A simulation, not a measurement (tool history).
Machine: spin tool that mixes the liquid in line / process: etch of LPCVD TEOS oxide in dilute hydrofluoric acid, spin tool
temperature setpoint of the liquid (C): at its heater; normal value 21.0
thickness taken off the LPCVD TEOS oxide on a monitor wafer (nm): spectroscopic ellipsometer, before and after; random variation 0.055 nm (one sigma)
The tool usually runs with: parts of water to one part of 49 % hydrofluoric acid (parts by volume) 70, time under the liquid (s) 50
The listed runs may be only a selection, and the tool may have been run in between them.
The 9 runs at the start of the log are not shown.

run     day  temperature setpoint of the liquid (C)  parts of water to one part of 49 % hydrofluoric acid (parts by volume)  time under the liquid (s)  read-back film thickness of the LPCVD TEOS oxide reference wafer, read on the same gauge (nm)  thickness taken off the LPCVD TEOS oxide on a monitor wafer (nm)
 10  16.708                                    21.0                                                                      70                         50                                                                                          99.99                                                              9.23
 11  17.908                                    21.0                                                                      70                         50                                                                                          99.99                                                              9.20
 12  20.525                                    21.0                                                                      70                         50                                                                                          99.98                                                              9.14
     21.042  -- hydrofluoric acid flow meter replaced
 13  22.088                                    24.5                                                                      95                         60                                                                                          99.96                                                              9.54
 14  23.142                                    21.0                                                                      70                         50                                                                                          99.97                                                              9.56
     23.158  -- gauge calibrated
 15  25.325                                    24.5                                                                      40                         35                                                                                         100.00                                                             14.05
 16  26.738                                    21.0                                                                      70                         50                                                                                          99.99                                                              9.51
 17  28.842                                    21.0                                                                      70                         50                                                                                         100.02                                                              9.51
 18  29.992                                    26.0                                                                      70                         50                                                                                         100.01                                                             11.59
 19  31.050                                    24.0                                                                      50                         50                                                                                          99.99                                                             15.28
 20  32.217                                    19.0                                                                      70                         35                                                                                         100.03                                                              6.00
 21  34.588                                    25.0                                                                      85                         80                                                                                          99.98                                                             14.17
 22  36.146                                    21.0                                                                      50                         20                                                                                         100.01                                                              5.33
 23  38.333                                    19.5                                                                      55                         65                                                                                          99.98                                                             14.52
     39.192  -- thermometer replaced
 24  39.988                                    17.0                                                                      50                         25                                                                                         100.02                                                              5.50
 25  41.688                                    19.5                                                                      70                         50                                                                                         100.00                                                              8.44
     44.662  -- hydrofluoric acid flow meter replaced
 26  44.683                                    21.0                                                                      70                         50                                                                                         100.00                                                              9.71
 27  50.304                                    25.5                                                                      85                         60                                                                                         100.00                                                             11.17
 28  51.767                                    21.0                                                                      70                         70                                                                                         100.01                                                             13.27
 29  54.483                                    21.0                                                                      70                         50                                                                                          99.99                                                              9.51
 30  56.425                                    21.0                                                                      70                         50                                                                                         100.02                                                              9.32
 31  58.150                                    21.0                                                                      70                         50                                                                                          99.99                                                              9.35
 32  60.092                                    23.5                                                                      50                         50                                                                                         100.02                                                             14.70
 33  62.304                                    21.0                                                                      70                         40                                                                                         100.00                                                              7.37
 34  64.979                                    18.5                                                                      40                         30                                                                                          99.99                                                              8.90

What if the next run were any one of these 3? Each begins from the tool's condition after run 34:
  A  64.996                                    21.0                                                                      70                         50                                                                                              ?                                                                 ?
  B  64.996                                    18.5                                                                     105                         30                                                                                              ?                                                                 ?
  C  64.996                                    18.5                                                                      95                         50                                                                                              ?                                                                 ?

run  read-back film thickness of the LPCVD TEOS oxide reference wafer, read on the same gauge (nm)  thickness taken off the LPCVD TEOS oxide on a monitor wafer (nm)
  A                                                                                          99.98                                                              9.06
  B                                                                                          99.98                                                              3.13
  C                                                                                          99.98                                                              5.84
With no hidden state in the tool, these same runs would have given:
run  thickness taken off the LPCVD TEOS oxide on a monitor wafer (nm)
  A                                                              9.73
  B                                                              3.37
  C                                                              6.28
